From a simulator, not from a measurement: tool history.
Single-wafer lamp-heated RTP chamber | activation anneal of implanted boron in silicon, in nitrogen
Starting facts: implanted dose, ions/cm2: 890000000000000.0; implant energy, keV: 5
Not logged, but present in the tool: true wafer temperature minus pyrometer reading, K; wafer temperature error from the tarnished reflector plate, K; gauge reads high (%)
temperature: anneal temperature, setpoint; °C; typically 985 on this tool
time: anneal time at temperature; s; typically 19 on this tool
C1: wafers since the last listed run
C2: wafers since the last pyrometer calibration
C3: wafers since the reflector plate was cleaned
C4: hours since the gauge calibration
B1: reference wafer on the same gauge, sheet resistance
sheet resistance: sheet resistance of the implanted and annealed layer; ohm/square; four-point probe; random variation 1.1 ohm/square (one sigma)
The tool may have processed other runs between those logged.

run 1 hour=0.0 | temperature=971 time=19 | C1=0 C2=3033 C3=1180 C4=102.0 | B1=188.48 | sheet_resistance=193.61
-- hour=11.5 pyrometer window cleaned and pyrometer calibrated
run 2 hour=12.0 | temperature=971 time=19 | C1=88 C2=12 C3=1268 C4=114.0 | B1=189.14 | sheet_resistance=202.56
run 3 hour=17.7 | temperature=971 time=19 | C1=125 C2=137 C3=1393 C4=119.7 | B1=188.86 | sheet_resistance=200.19
run 4 hour=32.5 | temperature=985 time=19 | C1=326 C2=464 C3=1720 C4=134.5 | B1=189.24 | sheet_resistance=182.66
run 5 hour=45.6 | temperature=985 time=19 | C1=288 C2=752 C3=2009 C4=147.6 | B1=188.73 | sheet_resistance=184.10
run 6 hour=55.3 | temperature=968 time=19 | C1=213 C2=966 C3=2223 C4=157.3 | B1=188.44 | sheet_resistance=197.95
run 7 hour=70.7 | temperature=968 time=19 | C1=339 C2=1306 C3=2562 C4=172.7 | B1=189.11 | sheet_resistance=198.76
run 8 hour=86.5 | temperature=968 time=19 | C1=348 C2=1654 C3=2911 C4=188.5 | B1=189.19 | sheet_resistance=197.12
run 9 hour=122.7 | temperature=976 time=19 | C1=798 C2=2453 C3=3709 C4=224.7 | B1=188.72 | sheet_resistance=185.09
run 10 hour=131.5 | temperature=985 time=19 | C1=194 C2=2647 C3=3903 C4=233.5 | B1=189.02 | sheet_resistance=180.62
run 11 hour=139.0 | temperature=985 time=19 | C1=165 C2=2812 C3=4068 C4=241.0 | B1=189.14 | sheet_resistance=179.31
-- hour=157.3 pyrometer window cleaned and pyrometer calibrated
run 12 hour=157.8 | temperature=985 time=19 | C1=238 C2=11 C3=4306 C4=259.8 | B1=189.13 | sheet_resistance=183.67
run 13 hour=158.2 | temperature=985 time=13 | C1=8 C2=20 C3=4315 C4=260.2 | B1=189.30 | sheet_resistance=189.56
run 14 hour=170.3 | temperature=985 time=19 | C1=266 C2=287 C3=4582 C4=272.3 | B1=189.05 | sheet_resistance=182.19
-- hour=192.0 reflector plate cleaned
run 15 hour=192.5 | temperature=1007 time=14 | C1=313 C2=600 C3=10 C4=294.5 | B1=188.70 | sheet_resistance=171.60
run 16 hour=193.6 | temperature=959 time=19 | C1=24 C2=625 C3=34 C4=295.6 | B1=188.79 | sheet_resistance=214.30
run 17 hour=200.9 | temperature=985 time=19 | C1=160 C2=785 C3=195 C4=302.9 | B1=188.84 | sheet_resistance=182.18
run 18 hour=213.3 | temperature=985 time=19 | C1=273 C2=1059 C3=468 C4=315.3 | B1=188.85 | sheet_resistance=181.86
run 19 hour=229.4 | temperature=995 time=19 | C1=355 C2=1414 C3=823 C4=331.4 | B1=189.09 | sheet_resistance=174.31
-- hour=237.8 gauge calibrated
run 20 hour=242.5 | temperature=1001 time=19 | C1=288 C2=1703 C3=1112 C4=4.7 | B1=188.84 | sheet_resistance=172.76
run 21 hour=256.7 | temperature=985 time=22 | C1=313 C2=2016 C3=1425 C4=18.9 | B1=188.98 | sheet_resistance=180.90
run 22 hour=272.3 | temperature=985 time=19 | C1=343 C2=2360 C3=1769 C4=34.5 | B1=188.61 | sheet_resistance=180.53
run 23 hour=279.8 | temperature=964 time=9 | C1=165 C2=2525 C3=1935 C4=42.0 | B1=189.00 | sheet_resistance=215.35
run 24 hour=290.2 | temperature=972 time=13 | C1=229 C2=2755 C3=2164 C4=52.4 | B1=188.91 | sheet_resistance=199.31

For run 25, what comes out?
-- hour=300.2 pyrometer window cleaned and pyrometer calibrated
run 25 hour=307.7 | temperature=962 time=19 | C1=209 C2=165 C3=2373 C4=69.9 | B1=? | sheet_resistance=?

Run 25 came out at B1 188.94, sheet resistance 212.12 ohm/square.
On a tool with no hidden condition, and with the same random variation, this run would have come out at sheet resistance 217.18 ohm/square.
